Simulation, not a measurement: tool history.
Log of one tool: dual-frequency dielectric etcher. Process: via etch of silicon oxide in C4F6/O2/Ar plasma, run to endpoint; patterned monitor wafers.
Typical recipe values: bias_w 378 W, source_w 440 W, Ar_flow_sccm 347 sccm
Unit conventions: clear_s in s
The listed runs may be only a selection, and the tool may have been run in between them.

run,hour,bias_w,source_w,Ar_flow_sccm,wafers since the last listed run,hours since the last wet clean,hours since the last bias power generator calibration,hours since the last source power generator calibration,hours since the last Ar flow controller change,hours since the last upper electrode change,"incoming incoming film thickness, nm",clear_s
1,0.0,378,440,347,0,122.9,3415.9,3621.1,3837.6,2145.9,120.9,28.8
2,30.7,378,440,347,454,153.6,3446.6,3651.8,3868.3,2176.6,123.1,29.6
3,46.2,378,440,347,229,169.1,3462.1,3667.3,3883.8,2192.1,122.7,29.8
4,68.1,378,440,347,324,191.0,3484.0,3689.2,3905.7,2214.0,121.9,29.5
5,83.7,378,390,347,231,206.6,3499.6,3704.8,3921.3,2229.6,122.9,30.5
6,117.8,378,500,347,505,240.7,3533.7,3738.9,3955.4,2263.7,122.6,28.8
7,144.1,378,500,347,389,267.0,3560.0,3765.2,3981.7,2290.0,123.9,29.1
8,173.9,378,500,347,441,296.8,3589.8,3795.0,4011.5,2319.8,122.5,28.8
9,191.4,378,440,347,259,314.3,3607.3,3812.5,4029.0,2337.3,122.9,30.0
# hour 225.5: bias power generator calibrated
# hour 225.9: Ar flow controller replaced
# hour 239.9: wet clean of the chamber
10,240.4,316,440,325,453,0.5,14.9,3861.5,14.5,2386.3,122.8,31.6
11,240.7,378,440,347,4,0.8,15.2,3861.8,14.8,2386.6,123.1,31.1
12,268.3,378,370,261,408,28.4,42.8,3889.4,42.4,2414.2,122.9,30.7
13,281.3,446,540,389,192,41.4,55.8,3902.4,55.4,2427.2,123.1,29.1
# hour 312.8: source power generator calibrated
# hour 323.6: wet clean of the chamber, repeated, since the last time left the tool worse
14,324.1,463,440,347,415,0.5,98.6,11.3,98.2,2470.0,123.3,28.3
15,332.2,378,440,347,120,8.6,106.7,19.4,106.3,2478.1,122.5,29.0
# hour 368.9: upper electrode replaced
16,369.4,299,520,287,195,45.8,143.9,56.6,143.5,0.5,122.5,28.2
17,369.8,378,440,347,5,46.2,144.3,57.0,143.9,0.9,123.9,29.6
18,441.2,378,550,305,1057,117.6,215.7,128.4,215.3,72.3,122.5,26.9
19,476.8,378,370,347,527,153.2,251.3,164.0,250.9,107.9,122.2,30.5

Some steps in clear_s between neighbouring runs. How much of each would the tool show without its hidden state too (settings, what came in, random variation), and how much is left for the hidden state, with any gauge scatter that isn't in both results?
Hidden state at play: etch rate over this chamber's usual, %; bias power that arrives over what is set, %; source power that arrives over what is set, %; Ar flow that arrives over what is set, %.
Run 13 -> 14: bias_w 446 -> 463, source_w 540 -> 440, Ar_flow_sccm 389 -> 347, source power generator calibrated, wet clean of the chamber, repeated, since the last time left the tool worse. clear_s -0.8 s: hidden state -1.8, all else +1.0.
Run 18 -> 19: source_w 550 -> 370, Ar_flow_sccm 305 -> 347. clear_s +3.6 s: hidden state +0.2, all else +3.4.

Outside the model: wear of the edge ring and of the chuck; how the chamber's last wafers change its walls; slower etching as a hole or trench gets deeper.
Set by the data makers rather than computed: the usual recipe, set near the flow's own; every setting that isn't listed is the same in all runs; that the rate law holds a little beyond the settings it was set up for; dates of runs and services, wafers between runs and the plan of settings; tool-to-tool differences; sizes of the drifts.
